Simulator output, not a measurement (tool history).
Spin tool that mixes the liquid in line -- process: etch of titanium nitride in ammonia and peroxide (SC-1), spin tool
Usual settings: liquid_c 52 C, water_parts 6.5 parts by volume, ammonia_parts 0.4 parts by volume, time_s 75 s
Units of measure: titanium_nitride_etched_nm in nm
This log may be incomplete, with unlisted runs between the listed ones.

run,hour,liquid_c,water_parts,ammonia_parts,time_s,wafers since the last listed run,hours since the thermometer was replaced,hours since the ammonia flow meter was replaced,hours since the heated supply line was repaired,hours since the drum of ammonia solution was connected,hours since the gauge calibration,"read-back film thickness of the titanium nitride reference wafer, read on the same gauge (nm)",titanium_nitride_etched_nm
1,0,52,6.5,0.4,75,0,1971.6,782,1903.9,94.6,246.8,29.99,7.87
# hour 34.5: ammonia flow meter replaced
2,45.2,52,6.5,0.4,75,390,2016.8,10.7,1949.1,139.8,292,30.01,8.01
3,147,52,6.5,0.4,75,898,2118.6,112.5,2050.9,241.6,393.8,30,7.91
4,183.4,52,6.5,0.4,75,321,2155,148.9,2087.3,278,430.2,29.98,7.94
5,237.3,52,6.5,0.4,75,475,2208.9,202.8,2141.2,331.9,484.1,30.03,7.87
# hour 254.4: new drum of ammonia solution connected
6,322.9,52,6.5,0.4,75,746,2294.5,288.4,2226.8,68.5,569.7,30,7.93
7,376.2,52,6.5,0.4,75,470,2347.8,341.7,2280.1,121.8,623,30.03,7.8
8,439.2,52,6.5,0.4,75,556,2410.8,404.7,2343.1,184.8,686,30.01,7.88
9,544.9,59,6.5,0.4,55,933,2516.5,510.4,2448.8,290.5,791.7,30,9.18
# hour 566.3: new drum of ammonia solution connected
# hour 577.7: thermometer replaced
10,640.2,59,6.5,0.4,55,823,62.5,605.7,2544.1,73.9,887,29.98,9.24
11,712,52,6.5,0.4,75,633,134.3,677.5,2615.9,145.7,958.8,29.98,7.74
12,776.5,52,6.5,0.4,75,569,198.8,742,2680.4,210.2,1023.3,30,7.81
# hour 863.5: ammonia flow meter replaced
13,873.1,52,6.5,0.2,75,844,295.4,9.6,2777,306.8,1119.9,30.01,6.94
14,922.2,52,6.5,0.55,75,433,344.5,58.7,2826.1,355.9,1169,29.99,8.27
# hour 969.4: new drum of ammonia solution connected
15,977.6,56.5,6.5,0.4,75,480,399.9,114.1,2881.5,8.2,1224.4,30.02,10.57
16,1061.2,45.5,6.5,0.4,75,738,483.5,197.7,2965.1,91.8,1308,29.98,4.88
# hour 1093.5: heated supply line repaired
17,1125.8,52,6.5,0.4,75,561,548.1,262.3,32.3,156.4,1372.6,29.99,8.39
18,1229.8,56,6.5,0.55,75,918,652.1,366.3,136.3,260.4,1476.6,29.98,11.69
# hour 1339: new drum of ammonia solution connected
# hour 1382.3: gauge calibrated
19,1451.1,44.5,5,0.3,60,1945,873.4,587.6,357.6,112.1,68.8,30.03,4.28
20,1530,52,6.5,0.4,75,696,952.3,666.5,436.5,191,147.7,29.98,8.35
# hour 1534: ammonia flow meter replaced
21,1575.1,52,6.5,0.4,75,389,997.4,41.1,481.6,236.1,192.8,29.99,8.3
22,1666,52,6.5,0.4,75,802,1088.3,132,572.5,327,283.7,29.99,8.25
23,1715.1,44,5,0.4,55,433,1137.4,181.1,621.6,376.1,332.8,30,3.94
# hour 1740.2: new drum of ammonia solution connected
24,1764.1,60,6.5,0.25,100,423,1186.4,230.1,670.6,23.9,381.8,29.97,17.25

What if the next run were any one of these 3? Each begins from the tool's condition after run 24:
A,1764.5,52,6.5,0.4,75,3,1186.8,230.5,671,24.3,382.2,?,?
B,1764.5,43.5,8.5,0.5,75,3,1186.8,230.5,671,24.3,382.2,?,?
C,1764.5,42,5,0.45,95,3,1186.8,230.5,671,24.3,382.2,?,?

run,"read-back film thickness of the titanium nitride reference wafer, read on the same gauge (nm)",titanium_nitride_etched_nm
A,30,8.25
B,30,4.1
C,30,5.93
Without the tool's unlogged condition, the same runs would have read:
run,titanium_nitride_etched_nm
A,8.38
B,4.17
C,6.04
